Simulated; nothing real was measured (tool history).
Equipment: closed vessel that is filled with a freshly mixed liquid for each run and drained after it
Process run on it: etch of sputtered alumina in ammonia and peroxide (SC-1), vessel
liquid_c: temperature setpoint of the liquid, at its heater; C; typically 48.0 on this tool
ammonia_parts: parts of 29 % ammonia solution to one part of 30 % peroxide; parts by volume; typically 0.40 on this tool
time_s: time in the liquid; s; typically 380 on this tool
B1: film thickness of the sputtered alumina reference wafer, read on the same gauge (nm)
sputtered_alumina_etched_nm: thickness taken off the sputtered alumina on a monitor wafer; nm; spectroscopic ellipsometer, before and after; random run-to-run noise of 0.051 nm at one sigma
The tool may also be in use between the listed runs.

Run 1, hour 0.0: usual settings; B1 140.01. Result: sputtered_alumina_etched_nm 14.49 nm.
Run 2, hour 73.9: usual settings but liquid_c 53.0 C; B1 140.00. Result: sputtered_alumina_etched_nm 18.99 nm.
Run 3, hour 142.9: usual settings but liquid_c 53.0 C; B1 139.99. Result: sputtered_alumina_etched_nm 19.06 nm.
At hour 160.8: ammonia flow meter replaced.
Run 4, hour 231.7: usual settings; B1 140.00. Result: sputtered_alumina_etched_nm 14.50 nm.
Run 5, hour 302.7: usual settings; B1 140.00. Result: sputtered_alumina_etched_nm 14.66 nm.
Run 6, hour 391.7: usual settings but liquid_c 52.0 C, time_s 425 s; B1 140.00. Result: sputtered_alumina_etched_nm 20.30 nm.
Run 7, hour 447.1: usual settings but liquid_c 44.0 C, time_s 275 s; B1 139.99. Result: sputtered_alumina_etched_nm 8.38 nm.
Run 8, hour 500.6: usual settings but liquid_c 40.0 C, ammonia_parts 0.55 parts by volume, time_s 280 s; B1 140.02. Result: sputtered_alumina_etched_nm 7.00 nm.
Run 9, hour 545.4: usual settings but liquid_c 42.5 C, time_s 535 s; B1 140.01. Result: sputtered_alumina_etched_nm 14.96 nm.
Run 10, hour 644.5: usual settings but liquid_c 51.0 C, time_s 235 s; B1 139.98. Result: sputtered_alumina_etched_nm 10.64 nm.
At hour 675.5: gauge calibrated.
At hour 696.8: thermometer replaced.
At hour 701.2: new drum of ammonia solution connected.
Run 11, hour 736.6: usual settings but liquid_c 57.0 C, ammonia_parts 0.20 parts by volume; B1 139.97. Result: sputtered_alumina_etched_nm 22.23 nm.
Run 12, hour 782.1: usual settings but time_s 535 s; B1 139.97. Result: sputtered_alumina_etched_nm 20.47 nm.
Run 13, hour 829.8: usual settings but liquid_c 41.5 C, ammonia_parts 0.55 parts by volume, time_s 235 s; B1 140.04. Result: sputtered_alumina_etched_nm 6.39 nm.
Run 14, hour 909.4: usual settings but liquid_c 42.0 C, time_s 195 s; B1 140.01. Result: sputtered_alumina_etched_nm 5.27 nm.
Run 15, hour 977.2: usual settings; B1 139.94. Result: sputtered_alumina_etched_nm 14.43 nm.
Run 16, hour 1014.8: usual settings but liquid_c 52.5 C; B1 140.00. Result: sputtered_alumina_etched_nm 18.53 nm.
Run 17, hour 1059.8: usual settings but liquid_c 40.0 C, ammonia_parts 0.45 parts by volume, time_s 215 s; B1 139.97. Result: sputtered_alumina_etched_nm 5.25 nm.
Run 18, hour 1099.2: usual settings but time_s 505 s; B1 140.02. Result: sputtered_alumina_etched_nm 19.33 nm.
Run 19, hour 1142.4: usual settings but liquid_c 51.0 C, time_s 235 s; B1 140.00. Result: sputtered_alumina_etched_nm 10.59 nm.
Run 20, hour 1189.3: usual settings; B1 140.04. Result: sputtered_alumina_etched_nm 14.51 nm.
Run 21, hour 1272.7: usual settings; B1 140.02. Result: sputtered_alumina_etched_nm 14.36 nm.
Run 22, hour 1330.8: usual settings but liquid_c 57.0 C, ammonia_parts 0.50 parts by volume, time_s 240 s; B1 139.94. Result: sputtered_alumina_etched_nm 15.12 nm.
At hour 1392.3: ammonia flow meter replaced.
Run 23, hour 1412.0: usual settings; B1 139.95. Result: sputtered_alumina_etched_nm 14.67 nm.
Run 24, hour 1518.9: usual settings but liquid_c 54.5 C; B1 139.99. Result: sputtered_alumina_etched_nm 20.77 nm.
At hour 1603.7: new drum of ammonia solution connected.
Run 25, hour 1842.5: usual settings but liquid_c 56.5 C, time_s 605 s; B1 140.01. Result: sputtered_alumina_etched_nm 36.72 nm.

Estimate the outcome of run 26 from the log above:
Run 26, hour 1917.5: usual settings but liquid_c 43.0 C, time_s 215 s; B1 ?. Result: sputtered_alumina_etched_nm ?.

Logged for run 26: B1 139.98, sputtered_alumina_etched_nm 6.15 nm.
With the hidden condition absent and the run-to-run variation left alone, this run would have shown sputtered_alumina_etched_nm 6.18 nm.
